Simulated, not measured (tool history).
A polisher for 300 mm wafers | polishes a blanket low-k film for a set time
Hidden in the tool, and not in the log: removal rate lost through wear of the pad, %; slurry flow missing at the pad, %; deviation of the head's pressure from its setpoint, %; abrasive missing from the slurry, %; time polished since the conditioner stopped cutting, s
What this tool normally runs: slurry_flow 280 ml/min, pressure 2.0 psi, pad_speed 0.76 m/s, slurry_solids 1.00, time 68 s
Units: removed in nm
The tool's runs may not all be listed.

run     day  slurry_flow  pressure  pad_speed  slurry_solids  time  wafers since the last listed run  wafers polished on this pad  hours since the slurry nozzle was cleaned  hours since the head pressure was calibrated  hours since the slurry blender was calibrated  hours since the conditioning disc was replaced  incoming thickness of the incoming film, nm  removed
  1   0.000          280       2.5       0.76           1.00    68                                 0                          799                                      272.5                                         513.5                                          292.8                                            56.5                                        365.6     22.3
      1.271  -- worn pad replaced by a new one
  2   1.292          280       2.5       0.76           1.00    68                               211                            4                                      303.5                                         544.5                                          323.8                                            87.5                                        372.1     22.0
  3   2.458          280       2.5       0.76           1.00    68                               219                          223                                      331.5                                         572.5                                          351.8                                           115.5                                        367.5     21.6
  4   3.471          280       2.0       0.76           1.15    68                               190                          414                                      355.8                                         596.8                                          376.1                                           139.8                                        374.5     18.5
  5   4.612          280       2.0       0.76           1.15    68                               214                          629                                      383.2                                         624.2                                          403.5                                           167.2                                        365.7     18.5
      5.675  -- worn pad replaced by a new one
      8.288  -- slurry blender recalibrated
  6   8.971          280       2.0       0.76           0.80    68                               773                          605                                      487.8                                         728.8                                           16.4                                           271.8                                        370.7     16.2
  7   9.875          280       2.0       0.76           1.10    50                               170                          775                                      509.5                                         750.5                                           38.1                                           293.5                                        366.5     13.2
     10.567  -- worn pad replaced by a new one
  8  10.588          280       2.0       0.76           1.10    50                               102                            4                                      526.6                                         767.6                                           55.2                                           310.6                                        378.3     13.2
  9  11.354          280       2.0       0.76           1.10    50                               144                          148                                      545.0                                         786.0                                           73.6                                           329.0                                        370.7     13.0
     11.679  -- slurry nozzle cleaned
 10  12.571          280       2.0       0.76           1.00    68                               221                          369                                       21.4                                         815.2                                          102.8                                           358.2                                        378.5     17.1
 11  13.354          280       2.0       0.76           1.00    68                               147                          517                                       40.2                                         834.0                                          121.6                                           377.0                                        372.8     17.6
 12  14.125          280       2.4       0.76           1.00    68                               145                          662                                       58.7                                         852.5                                          140.1                                           395.5                                        368.6     20.5
 13  14.688          360       2.0       0.62           0.85    68                               105                          768                                       72.2                                         866.0                                          153.6                                           409.0                                        370.8     14.8
     15.079  -- worn pad replaced by a new one
     15.383  -- head pressure recalibrated
     15.400  -- conditioning disc replaced and pad reconditioned
 14  15.621          280       2.0       0.76           1.00    68                               125                           83                                       94.6                                           5.7                                          176.0                                             5.3                                        367.8     19.6
 15  17.338          280       2.7       0.76           1.00    68                               323                          406                                      135.8                                          46.9                                          217.2                                            46.5                                        365.3     26.1
 16  18.083          280       2.0       0.76           1.00    76                               140                          546                                      153.7                                          64.8                                          235.1                                            64.4                                        366.7     21.5
 17  18.588          280       2.5       0.70           0.75    68                                94                          641                                      165.8                                          76.9                                          247.2                                            76.5                                        372.3     20.6
     19.562  -- worn pad replaced by a new one
 18  19.583          280       2.0       0.76           1.00    68                               156                            3                                      189.7                                         100.8                                          271.1                                           100.4                                        371.0     19.0
 19  20.325          280       2.6       0.54           1.10    76                               139                          143                                      207.5                                         118.6                                          288.9                                           118.2                                        365.7     22.4
 20  22.692          280       2.0       0.76           1.00    68                               445                          588                                      264.3                                         175.4                                          345.7                                           175.0                                        373.0     18.5
 21  24.092          280       2.0       0.76           1.25    51                               263                          852                                      297.9                                         209.0                                          379.3                                           208.6                                        363.6     14.9
 22  25.042          280       2.5       0.76           1.00    68                               178                         1031                                      320.7                                         231.8                                          402.1                                           231.4                                        366.9     22.7

Entry by entry between the runs, the difference in hidden state between the last listed run before and the first listed run after:
Runs 1 to 2: worn pad replaced by a new one (day 1.271)
  deviation of the head's pressure from its setpoint, %: -7.81 -> -8.01; time polished since the conditioner stopped cutting, s: 71 -> 92
  the result without the hidden state subtracted from the measured one, removed: -2.4 -> -2.6 nm
Runs 5 to 6: worn pad replaced by a new one (day 5.675); slurry blender recalibrated (day 8.288)
  deviation of the head's pressure from its setpoint, %: -8.45 -> -8.88; time polished since the conditioner stopped cutting, s: 131 -> 159
  the result without the hidden state subtracted from the measured one, removed: -2.4 -> -2.3 nm
Runs 7 to 8: worn pad replaced by a new one (day 10.567)
  deviation of the head's pressure from its setpoint, %: -8.95 -> -9; time polished since the conditioner stopped cutting, s: 163 -> 166
  the result without the hidden state subtracted from the measured one, removed: -1.9 -> -1.9 nm
Runs 9 to 10: slurry nozzle cleaned (day 11.679)
  deviation of the head's pressure from its setpoint, %: -9.05 -> -9.13; time polished since the conditioner stopped cutting, s: 169 -> 172
  the result without the hidden state subtracted from the measured one, removed: -1.9 -> -2.6 nm
Runs 13 to 14: worn pad replaced by a new one (day 15.079); head pressure recalibrated (day 15.383); conditioning disc replaced and pad reconditioned (day 15.400)
  deviation of the head's pressure from its setpoint, %: -9.25 -> 1.39; time polished since the conditioner stopped cutting, s: 177 -> 16.9
  the result without the hidden state subtracted from the measured one, removed: -2.1 -> +0.1 nm
Runs 17 to 18: worn pad replaced by a new one (day 19.562)
  deviation of the head's pressure from its setpoint, %: -0.922 -> -1.59; time polished since the conditioner stopped cutting, s: 75.9 -> 90.5
  the result without the hidden state subtracted from the measured one, removed: -0.7 -> -0.8 nm
